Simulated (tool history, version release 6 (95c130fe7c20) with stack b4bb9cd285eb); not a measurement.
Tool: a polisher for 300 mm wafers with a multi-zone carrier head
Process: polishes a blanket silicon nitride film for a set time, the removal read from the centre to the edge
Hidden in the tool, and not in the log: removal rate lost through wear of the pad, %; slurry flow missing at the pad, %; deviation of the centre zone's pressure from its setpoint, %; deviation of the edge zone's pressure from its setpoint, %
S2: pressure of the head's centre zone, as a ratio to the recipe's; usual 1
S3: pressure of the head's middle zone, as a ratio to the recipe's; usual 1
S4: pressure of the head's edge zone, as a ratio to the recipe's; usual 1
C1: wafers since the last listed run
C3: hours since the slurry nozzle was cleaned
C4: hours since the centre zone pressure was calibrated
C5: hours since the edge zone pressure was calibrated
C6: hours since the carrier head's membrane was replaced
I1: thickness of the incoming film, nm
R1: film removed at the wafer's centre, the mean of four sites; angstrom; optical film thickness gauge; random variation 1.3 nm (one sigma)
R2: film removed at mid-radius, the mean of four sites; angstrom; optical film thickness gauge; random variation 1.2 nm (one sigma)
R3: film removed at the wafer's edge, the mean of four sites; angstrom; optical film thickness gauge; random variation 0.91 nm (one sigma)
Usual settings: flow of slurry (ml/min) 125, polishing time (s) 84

Run 1, day 0: usual settings but flow of slurry (ml/min) 115; C1 0; wafers polished on this pad 654; C3 88.1; C4 209.6; C5 117.4; C6 1355.1; I1 419.1. Result: R1 1247 angstrom, R2 1303 angstrom, R3 1279 angstrom.
Run 2, day 0.6: usual settings but flow of slurry (ml/min) 115; C1 85; wafers polished on this pad 740; C3 102.5; C4 224; C5 131.8; C6 1369.5; I1 419.1. Result: R1 1240 angstrom, R2 1314 angstrom, R3 1250 angstrom.
Run 3, day 1.55: usual settings but flow of slurry (ml/min) 115; C1 135; wafers polished on this pad 876; C3 125.3; C4 246.8; C5 154.6; C6 1392.3; I1 419.5. Result: R1 1269 angstrom, R2 1313 angstrom, R3 1276 angstrom.
Run 4, day 2.783: usual settings; C1 176; wafers polished on this pad 1052; C3 154.9; C4 276.4; C5 184.2; C6 1421.9; I1 415.8. Result: R1 1291 angstrom, R2 1341 angstrom, R3 1289 angstrom.
Run 5, day 3.383: usual settings; C1 85; wafers polished on this pad 1138; C3 169.3; C4 290.8; C5 198.6; C6 1436.3; I1 426.4. Result: R1 1273 angstrom, R2 1337 angstrom, R3 1303 angstrom.
Run 6, day 4.475: usual settings; C1 156; wafers polished on this pad 1294; C3 195.5; C4 317; C5 224.8; C6 1462.5; I1 419.2. Result: R1 1273 angstrom, R2 1326 angstrom, R3 1295 angstrom.
At day 5.058: worn pad replaced by a new one.
Run 7, day 5.929: usual settings; C1 184; wafers polished on this pad 124; C3 230.4; C4 351.9; C5 259.7; C6 1497.4; I1 420.3. Result: R1 1287 angstrom, R2 1329 angstrom, R3 1298 angstrom.
Run 8, day 6.833: usual settings; C1 129; wafers polished on this pad 253; C3 252.1; C4 373.6; C5 281.4; C6 1519.1; I1 413. Result: R1 1273 angstrom, R2 1347 angstrom, R3 1289 angstrom.
Run 9, day 8.304: usual settings; C1 210; wafers polished on this pad 463; C3 287.4; C4 408.9; C5 316.7; C6 1554.4; I1 418.4. Result: R1 1289 angstrom, R2 1321 angstrom, R3 1283 angstrom.
At day 8.783: centre zone pressure recalibrated.
Run 10, day 8.862: usual settings but S2 1.03, S4 1.1; C1 67; wafers polished on this pad 531; C3 300.8; C4 1.9; C5 330.1; C6 1567.8; I1 424. Result: R1 1310 angstrom, R2 1336 angstrom, R3 1352 angstrom.
At day 10.1: edge zone pressure recalibrated.
Run 11, day 10.175: usual settings; C1 175; wafers polished on this pad 707; C3 332.3; C4 33.4; C5 1.8; C6 1599.3; I1 424.2. Result: R1 1263 angstrom, R2 1339 angstrom, R3 1296 angstrom.
Run 12, day 10.829: usual settings but flow of slurry (ml/min) 85, S4 1.06; C1 93; wafers polished on this pad 800; C3 348; C4 49.1; C5 17.5; C6 1615; I1 419.9. Result: R1 1148 angstrom, R2 1244 angstrom, R3 1259 angstrom.
Run 13, day 12.05: usual settings but S2 0.9; C1 174; wafers polished on this pad 975; C3 377.3; C4 78.4; C5 46.8; C6 1644.3; I1 410.9. Result: R1 1172 angstrom, R2 1337 angstrom, R3 1287 angstrom.
At day 12.65: slurry nozzle cleaned.
At day 12.992: carrier head's membrane replaced by a new one.
Run 14, day 13.071: usual settings but S3 1.08, S4 1.06, polishing time (s) 94; C1 110; wafers polished on this pad 1085; C3 10.1; C4 102.9; C5 71.3; C6 1.9; I1 421.8. Result: R1 1427 angstrom, R2 1601 angstrom, R3 1484 angstrom.
At day 13.775: worn pad replaced by a new one.
Run 15, day 13.796: usual settings; C1 79; wafers polished on this pad 2; C3 27.5; C4 120.3; C5 88.7; C6 19.3; I1 424.1. Result: R1 1304 angstrom, R2 1313 angstrom, R3 1282 angstrom.
Run 16, day 14.229: usual settings but flow of slurry (ml/min) 160, S3 1.08; C1 61; wafers polished on this pad 64; C3 37.9; C4 130.7; C5 99.1; C6 29.7; I1 419.1. Result: R1 1337 angstrom, R2 1501 angstrom, R3 1308 angstrom.
Run 17, day 15.375: usual settings but flow of slurry (ml/min) 85; C1 163; wafers polished on this pad 228; C3 65.4; C4 158.2; C5 126.6; C6 57.2; I1 419.5. Result: R1 1160 angstrom, R2 1210 angstrom, R3 1226 angstrom.
Run 18, day 16.379: usual settings but S2 0.91, S4 1.07; C1 143; wafers polished on this pad 372; C3 89.5; C4 182.3; C5 150.7; C6 81.3; I1 425.4. Result: R1 1166 angstrom, R2 1339 angstrom, R3 1327 angstrom.

Forecast each of these 3 alternatives for the next run:
Run A, day 16.4: usual settings but S2 1.07; C1 2; wafers polished on this pad 375; C3 90; C4 182.8; C5 151.2; C6 81.8; I1 419.3. Result: R1 ?, R2 ?, R3 ?.
Run B, day 16.4: usual settings but flow of slurry (ml/min) 140, S2 0.96, polishing time (s) 97; C1 2; wafers polished on this pad 375; C3 90; C4 182.8; C5 151.2; C6 81.8; I1 419.3. Result: R1 ?, R2 ?, R3 ?.
Run C, day 16.4: usual settings but flow of slurry (ml/min) 165; C1 2; wafers polished on this pad 375; C3 90; C4 182.8; C5 151.2; C6 81.8; I1 419.3. Result: R1 ?, R2 ?, R3 ?.

run    R1    R2    R3
  A  1378  1337  1296
  B  1480  1577  1519
  C  1371  1404  1342
Without the tool's hidden state the same runs would have given:
run    R1    R2    R3
  A  1378  1337  1296
  B  1480  1577  1519
  C  1371  1404  1342
